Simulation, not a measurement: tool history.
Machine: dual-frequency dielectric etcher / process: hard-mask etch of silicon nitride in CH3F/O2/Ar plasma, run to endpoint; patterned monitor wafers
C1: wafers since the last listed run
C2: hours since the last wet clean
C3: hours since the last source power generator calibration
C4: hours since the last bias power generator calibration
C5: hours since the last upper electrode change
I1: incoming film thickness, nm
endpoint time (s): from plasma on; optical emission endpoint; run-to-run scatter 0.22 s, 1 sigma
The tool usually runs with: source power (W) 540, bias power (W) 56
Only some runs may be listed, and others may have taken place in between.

run 1 day=0.000 | source_power_(W)=620 bias_power_(W)=64 | C1=0 C2=361.1 C3=829.6 C4=1328.9 C5=3836.5 | I1=33.01 | endpoint_time_(s)=42.3
-- day=5.858 wet clean of the chamber
run 2 day=8.462 | source_power_(W)=620 bias_power_(W)=64 | C1=1613 C2=62.5 C3=1032.7 C4=1532.0 C5=4039.6 | I1=33.23 | endpoint_time_(s)=42.2
run 3 day=11.712 | source_power_(W)=620 bias_power_(W)=64 | C1=702 C2=140.5 C3=1110.7 C4=1610.0 C5=4117.6 | I1=32.75 | endpoint_time_(s)=41.7
run 4 day=14.042 | source_power_(W)=540 bias_power_(W)=56 | C1=503 C2=196.4 C3=1166.6 C4=1665.9 C5=4173.5 | I1=32.93 | endpoint_time_(s)=46.1
run 5 day=16.096 | source_power_(W)=540 bias_power_(W)=56 | C1=444 C2=245.7 C3=1215.9 C4=1715.2 C5=4222.8 | I1=32.60 | endpoint_time_(s)=46.0
run 6 day=19.396 | source_power_(W)=470 bias_power_(W)=64 | C1=713 C2=324.9 C3=1295.1 C4=1794.4 C5=4302.0 | I1=32.80 | endpoint_time_(s)=46.2
run 7 day=23.721 | source_power_(W)=540 bias_power_(W)=46 | C1=935 C2=428.7 C3=1398.9 C4=1898.2 C5=4405.8 | I1=32.67 | endpoint_time_(s)=49.6
run 8 day=26.217 | source_power_(W)=540 bias_power_(W)=46 | C1=539 C2=488.6 C3=1458.8 C4=1958.1 C5=4465.7 | I1=33.10 | endpoint_time_(s)=50.4
-- day=27.992 wet clean of the chamber
run 9 day=28.838 | source_power_(W)=540 bias_power_(W)=49 | C1=350 C2=20.3 C3=1521.7 C4=2021.0 C5=4528.6 | I1=32.66 | endpoint_time_(s)=45.5
run 10 day=32.612 | source_power_(W)=540 bias_power_(W)=49 | C1=816 C2=110.9 C3=1612.3 C4=2111.6 C5=4619.2 | I1=33.07 | endpoint_time_(s)=46.3
run 11 day=36.388 | source_power_(W)=540 bias_power_(W)=64 | C1=816 C2=201.5 C3=1702.9 C4=2202.2 C5=4709.8 | I1=33.12 | endpoint_time_(s)=42.5
run 12 day=38.258 | source_power_(W)=540 bias_power_(W)=64 | C1=404 C2=246.4 C3=1747.8 C4=2247.1 C5=4754.7 | I1=33.20 | endpoint_time_(s)=42.7
run 13 day=42.275 | source_power_(W)=540 bias_power_(W)=56 | C1=868 C2=342.8 C3=1844.2 C4=2343.5 C5=4851.1 | I1=32.90 | endpoint_time_(s)=44.4
run 14 day=45.842 | source_power_(W)=540 bias_power_(W)=56 | C1=771 C2=428.4 C3=1929.8 C4=2429.1 C5=4936.7 | I1=33.14 | endpoint_time_(s)=45.3
run 15 day=48.279 | source_power_(W)=540 bias_power_(W)=56 | C1=527 C2=486.9 C3=1988.3 C4=2487.6 C5=4995.2 | I1=33.10 | endpoint_time_(s)=45.1
run 16 day=49.821 | source_power_(W)=540 bias_power_(W)=56 | C1=333 C2=523.9 C3=2025.3 C4=2524.6 C5=5032.2 | I1=32.86 | endpoint_time_(s)=44.9
-- day=52.075 wet clean of the chamber, repeated, since the last time left the tool worse
run 17 day=52.088 | source_power_(W)=540 bias_power_(W)=56 | C1=273 C2=0.3 C3=2079.7 C4=2579.0 C5=5086.6 | I1=32.90 | endpoint_time_(s)=45.6
run 18 day=54.692 | source_power_(W)=610 bias_power_(W)=48 | C1=563 C2=62.8 C3=2142.2 C4=2641.5 C5=5149.1 | I1=33.02 | endpoint_time_(s)=46.0
run 19 day=58.688 | source_power_(W)=540 bias_power_(W)=61 | C1=864 C2=158.7 C3=2238.1 C4=2737.4 C5=5245.0 | I1=32.86 | endpoint_time_(s)=44.6
run 20 day=60.542 | source_power_(W)=610 bias_power_(W)=56 | C1=400 C2=203.2 C3=2282.6 C4=2781.9 C5=5289.5 | I1=33.09 | endpoint_time_(s)=44.0
run 21 day=66.388 | source_power_(W)=630 bias_power_(W)=69 | C1=1264 C2=343.5 C3=2422.9 C4=2922.2 C5=5429.8 | I1=32.55 | endpoint_time_(s)=40.1
run 22 day=70.692 | source_power_(W)=640 bias_power_(W)=48 | C1=930 C2=446.8 C3=2526.2 C4=3025.5 C5=5533.1 | I1=33.02 | endpoint_time_(s)=45.8
-- day=71.204 source power generator calibrated
run 23 day=73.238 | source_power_(W)=540 bias_power_(W)=56 | C1=514 C2=507.9 C3=48.8 C4=3086.6 C5=5594.2 | I1=32.88 | endpoint_time_(s)=46.1
-- day=77.383 bias power generator calibrated
-- day=77.954 wet clean of the chamber
run 24 day=77.975 | source_power_(W)=540 bias_power_(W)=49 | C1=865 C2=0.5 C3=162.5 C4=14.2 C5=5707.9 | I1=33.09 | endpoint_time_(s)=47.9
-- day=79.329 upper electrode replaced
run 25 day=80.538 | source_power_(W)=460 bias_power_(W)=62 | C1=337 C2=62.0 C3=224.0 C4=75.7 C5=29.0 | I1=32.62 | endpoint_time_(s)=46.1
run 26 day=83.292 | source_power_(W)=470 bias_power_(W)=43 | C1=595 C2=128.1 C3=290.1 C4=141.8 C5=95.1 | I1=32.55 | endpoint_time_(s)=52.3
run 27 day=85.408 | source_power_(W)=640 bias_power_(W)=67 | C1=457 C2=178.9 C3=340.9 C4=192.6 C5=145.9 | I1=33.03 | endpoint_time_(s)=40.6
run 28 day=87.208 | source_power_(W)=420 bias_power_(W)=67 | C1=389 C2=222.1 C3=384.1 C4=235.8 C5=189.1 | I1=32.89 | endpoint_time_(s)=47.4
run 29 day=88.871 | source_power_(W)=500 bias_power_(W)=47 | C1=359 C2=262.0 C3=424.0 C4=275.7 C5=229.0 | I1=33.15 | endpoint_time_(s)=51.0
run 30 day=92.942 | source_power_(W)=440 bias_power_(W)=50 | C1=880 C2=359.7 C3=521.7 C4=373.4 C5=326.7 | I1=33.15 | endpoint_time_(s)=52.3
run 31 day=95.146 | source_power_(W)=410 bias_power_(W)=56 | C1=476 C2=412.6 C3=574.6 C4=426.3 C5=379.6 | I1=32.54 | endpoint_time_(s)=50.3
-- day=102.046 wet clean of the chamber
run 32 day=102.175 | source_power_(W)=660 bias_power_(W)=66 | C1=1303 C2=3.1 C3=743.3 C4=595.0 C5=548.3 | I1=33.30 | endpoint_time_(s)=40.3
run 33 day=106.196 | source_power_(W)=540 bias_power_(W)=56 | C1=869 C2=99.6 C3=839.8 C4=691.5 C5=644.8 | I1=32.68 | endpoint_time_(s)=45.6
run 34 day=110.304 | source_power_(W)=540 bias_power_(W)=49 | C1=888 C2=198.2 C3=938.4 C4=790.1 C5=743.4 | I1=32.96 | endpoint_time_(s)=47.7
run 35 day=113.654 | source_power_(W)=630 bias_power_(W)=69 | C1=724 C2=278.6 C3=1018.8 C4=870.5 C5=823.8 | I1=32.85 | endpoint_time_(s)=40.4

4 options for the next run, each taken on its own from the tool as it stands now. Forecast them:
run A day=113.671 | source_power_(W)=540 bias_power_(W)=56 | C1=3 C2=279.0 C3=1019.2 C4=870.9 C5=824.2 | I1=32.83 | endpoint_time_(s)=?
run B day=113.671 | source_power_(W)=660 bias_power_(W)=47 | C1=3 C2=279.0 C3=1019.2 C4=870.9 C5=824.2 | I1=32.83 | endpoint_time_(s)=?
run C day=113.671 | source_power_(W)=490 bias_power_(W)=52 | C1=3 C2=279.0 C3=1019.2 C4=870.9 C5=824.2 | I1=32.83 | endpoint_time_(s)=?
run D day=113.671 | source_power_(W)=630 bias_power_(W)=62 | C1=3 C2=279.0 C3=1019.2 C4=870.9 C5=824.2 | I1=32.83 | endpoint_time_(s)=?

run=A endpoint_time_(s)=45.3
run=B endpoint_time_(s)=44.7
run=C endpoint_time_(s)=48.2
run=D endpoint_time_(s)=41.4
With the hidden condition removed and each run's random variation left untouched, the same runs would have given:
run=A endpoint_time_(s)=44.9
run=B endpoint_time_(s)=44.3
run=C endpoint_time_(s)=47.7
run=D endpoint_time_(s)=40.9
